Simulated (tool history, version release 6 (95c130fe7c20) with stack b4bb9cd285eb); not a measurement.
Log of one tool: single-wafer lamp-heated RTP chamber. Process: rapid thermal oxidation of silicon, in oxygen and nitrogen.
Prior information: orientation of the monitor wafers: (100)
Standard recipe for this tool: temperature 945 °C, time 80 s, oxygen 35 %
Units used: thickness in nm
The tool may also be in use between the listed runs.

| run | hour | temperature | time | oxygen | read-back reference wafer on the same gauge, thickness | thickness |
|---|---|---|---|---|---|---|
| 1 | 0.0 | 945 | 80 | 35 | 3.341 | 3.791 |
| 2 | 103.0 | 945 | 80 | 35 | 3.337 | 3.775 |
| 3 | 132.3 | 945 | 80 | 35 | 3.340 | 3.797 |
| 4 | 156.6 | 945 | 109 | 35 | 3.341 | 4.245 |
| 5 | 226.2 | 953 | 80 | 35 | 3.341 | 4.004 |
| 6 | 282.5 | 945 | 80 | 35 | 3.340 | 3.822 |
|  | 291.1 | gauge calibrated |
| 7 | 424.7 | 945 | 80 | 35 | 3.339 | 3.820 |
| 8 | 494.5 | 945 | 80 | 35 | 3.341 | 3.834 |
|  | 537.2 | pyrometer window cleaned and pyrometer calibrated |
| 9 | 562.4 | 945 | 80 | 35 | 3.341 | 3.744 |
| 10 | 615.4 | 945 | 80 | 35 | 3.342 | 3.737 |
| 11 | 665.5 | 945 | 80 | 35 | 3.340 | 3.748 |
| 12 | 703.3 | 945 | 80 | 35 | 3.343 | 3.756 |
| 13 | 748.6 | 945 | 80 | 35 | 3.338 | 3.757 |
| 14 | 781.5 | 928 | 61 | 25 | 3.343 | 3.039 |
| 15 | 847.1 | 945 | 80 | 35 | 3.339 | 3.779 |
| 16 | 916.0 | 920 | 51 | 17 | 3.334 | 2.749 |
|  | 935.4 | oxygen flow controller replaced |
| 17 | 980.8 | 916 | 80 | 35 | 3.342 | 3.289 |
| 18 | 1007.9 | 973 | 69 | 54 | 3.344 | 4.849 |
| 19 | 1067.4 | 945 | 80 | 35 | 3.339 | 3.802 |
|  | 1124.3 | gauge calibrated |
| 20 | 1130.0 | 945 | 80 | 35 | 3.337 | 3.807 |
| 21 | 1167.9 | 935 | 80 | 35 | 3.342 | 3.621 |
| 22 | 1228.6 | 945 | 115 | 35 | 3.340 | 4.383 |
| 23 | 1299.8 | 945 | 112 | 45 | 3.342 | 4.643 |
| 24 | 1360.5 | 967 | 117 | 54 | 3.339 | 5.899 |
| 25 | 1400.5 | 945 | 80 | 25 | 3.342 | 3.566 |
|  | 1415.4 | pyrometer window cleaned and pyrometer calibrated |
| 26 | 1435.3 | 962 | 64 | 17 | 3.340 | 3.262 |

Some steps in thickness between neighbouring runs. How much of each would the tool show without its hidden state too (settings, what came in, random variation), and how much is left for the hidden state, with any gauge scatter that isn't in both results?
Unlogged tool condition in this case: true wafer temperature minus pyrometer reading, K; deviation of the oxygen flow from its setpoint, %; gauge reads high (%).
Run 8 -> 9: pyrometer window cleaned and pyrometer calibrated. thickness -0.090 nm: hidden state -0.100, all else +0.010.
Run 17 -> 18: temperature 916 -> 973, time 80 -> 69, oxygen 35 -> 54. thickness +1.560 nm: hidden state +0.064, all else +1.496.
Run 24 -> 25: temperature 967 -> 945, time 117 -> 80, oxygen 54 -> 25. thickness -2.333 nm: hidden state -0.133, all else -2.200.
